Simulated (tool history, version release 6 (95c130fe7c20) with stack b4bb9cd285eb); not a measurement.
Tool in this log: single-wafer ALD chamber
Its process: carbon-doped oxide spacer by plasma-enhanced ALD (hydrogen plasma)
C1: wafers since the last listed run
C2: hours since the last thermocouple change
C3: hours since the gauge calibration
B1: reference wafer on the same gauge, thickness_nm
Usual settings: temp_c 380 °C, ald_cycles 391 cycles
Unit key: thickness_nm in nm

{"run": 1, "hour": 0.0, "temp_c": 380, "ald_cycles": 391, "C1": 0, "C2": 516.7, "C3": 352.9, "B1": 15.869, "thickness_nm": 18.807}
{"run": 2, "hour": 28.6, "temp_c": 380, "ald_cycles": 374, "C1": 18, "C2": 545.3, "C3": 381.5, "B1": 15.87, "thickness_nm": 18.194}
{"run": 3, "hour": 94.4, "temp_c": 369, "ald_cycles": 391, "C1": 42, "C2": 611.1, "C3": 447.3, "B1": 15.887, "thickness_nm": 18.761}
{"run": 4, "hour": 155.2, "temp_c": 369, "ald_cycles": 391, "C1": 38, "C2": 671.9, "C3": 508.1, "B1": 15.909, "thickness_nm": 19.006}
{"run": 5, "hour": 211.2, "temp_c": 369, "ald_cycles": 391, "C1": 35, "C2": 727.9, "C3": 564.1, "B1": 15.935, "thickness_nm": 18.888}
{"run": 6, "hour": 245.4, "temp_c": 375, "ald_cycles": 391, "C1": 21, "C2": 762.1, "C3": 598.3, "B1": 16.017, "thickness_nm": 19.1}
{"run": 7, "hour": 306.7, "temp_c": 375, "ald_cycles": 391, "C1": 39, "C2": 823.4, "C3": 659.6, "B1": 16.045, "thickness_nm": 19.32}
{"run": 8, "hour": 346.2, "temp_c": 380, "ald_cycles": 391, "C1": 25, "C2": 862.9, "C3": 699.1, "B1": 16.056, "thickness_nm": 19.319}
{"run": 9, "hour": 375.6, "temp_c": 380, "ald_cycles": 391, "C1": 18, "C2": 892.3, "C3": 728.5, "B1": 16.08, "thickness_nm": 19.478}
{"run": 10, "hour": 410.9, "temp_c": 380, "ald_cycles": 391, "C1": 22, "C2": 927.6, "C3": 763.8, "B1": 16.072, "thickness_nm": 19.314}
{"run": 11, "hour": 442.4, "temp_c": 380, "ald_cycles": 391, "C1": 20, "C2": 959.1, "C3": 795.3, "B1": 16.135, "thickness_nm": 19.403}
{"run": 12, "hour": 470.1, "temp_c": 373, "ald_cycles": 352, "C1": 17, "C2": 986.8, "C3": 823, "B1": 16.141, "thickness_nm": 17.369}
{"run": 13, "hour": 498.9, "temp_c": 380, "ald_cycles": 446, "C1": 18, "C2": 1015.6, "C3": 851.8, "B1": 16.154, "thickness_nm": 22.148}
{"run": 14, "hour": 536.5, "temp_c": 380, "ald_cycles": 391, "C1": 24, "C2": 1053.2, "C3": 889.4, "B1": 16.192, "thickness_nm": 19.167}
{"hour": 540.7, "done": "gauge calibrated"}
{"hour": 547.0, "done": "thermocouple changed; heater temperature recalibrated"}
{"run": 15, "hour": 573.9, "temp_c": 371, "ald_cycles": 458, "C1": 18, "C2": 26.9, "C3": 33.2, "B1": 15.59, "thickness_nm": 21.765}
{"run": 16, "hour": 643.9, "temp_c": 380, "ald_cycles": 435, "C1": 44, "C2": 96.9, "C3": 103.2, "B1": 15.659, "thickness_nm": 20.863}
{"run": 17, "hour": 708.6, "temp_c": 372, "ald_cycles": 451, "C1": 41, "C2": 161.6, "C3": 167.9, "B1": 15.681, "thickness_nm": 21.733}
{"run": 18, "hour": 780.5, "temp_c": 395, "ald_cycles": 366, "C1": 46, "C2": 233.5, "C3": 239.8, "B1": 15.707, "thickness_nm": 17.598}
{"run": 19, "hour": 835.2, "temp_c": 380, "ald_cycles": 391, "C1": 35, "C2": 288.2, "C3": 294.5, "B1": 15.77, "thickness_nm": 18.713}
{"run": 20, "hour": 1031.4, "temp_c": 369, "ald_cycles": 342, "C1": 125, "C2": 484.4, "C3": 490.7, "B1": 15.901, "thickness_nm": 16.728}
{"run": 21, "hour": 1076.8, "temp_c": 380, "ald_cycles": 391, "C1": 29, "C2": 529.8, "C3": 536.1, "B1": 15.883, "thickness_nm": 19.098}
{"run": 22, "hour": 1134.8, "temp_c": 380, "ald_cycles": 345, "C1": 37, "C2": 587.8, "C3": 594.1, "B1": 15.903, "thickness_nm": 16.738}

Here are 5 independent what-if runs from the current tool condition. What would each one return?
{"run": "A", "hour": 1135.8, "temp_c": 380, "ald_cycles": 391, "C1": 0, "C2": 588.8, "C3": 595.1, "B1": "?", "thickness_nm": "?"}
{"run": "B", "hour": 1135.8, "temp_c": 385, "ald_cycles": 391, "C1": 0, "C2": 588.8, "C3": 595.1, "B1": "?", "thickness_nm": "?"}
{"run": "C", "hour": 1135.8, "temp_c": 370, "ald_cycles": 448, "C1": 0, "C2": 588.8, "C3": 595.1, "B1": "?", "thickness_nm": "?"}
{"run": "D", "hour": 1135.8, "temp_c": 385, "ald_cycles": 314, "C1": 0, "C2": 588.8, "C3": 595.1, "B1": "?", "thickness_nm": "?"}
{"run": "E", "hour": 1135.8, "temp_c": 365, "ald_cycles": 391, "C1": 0, "C2": 588.8, "C3": 595.1, "B1": "?", "thickness_nm": "?"}

run=A B1=15.937 thickness_nm=18.936
run=B B1=15.937 thickness_nm=18.936
run=C B1=15.937 thickness_nm=21.697
run=D B1=15.937 thickness_nm=15.207
run=E B1=15.937 thickness_nm=18.936
The same runs, with their run-to-run variation unchanged, on a tool lacking any hidden condition would have given:
run=A thickness_nm=18.528
run=B thickness_nm=18.528
run=C thickness_nm=21.228
run=D thickness_nm=14.879
run=E thickness_nm=18.528
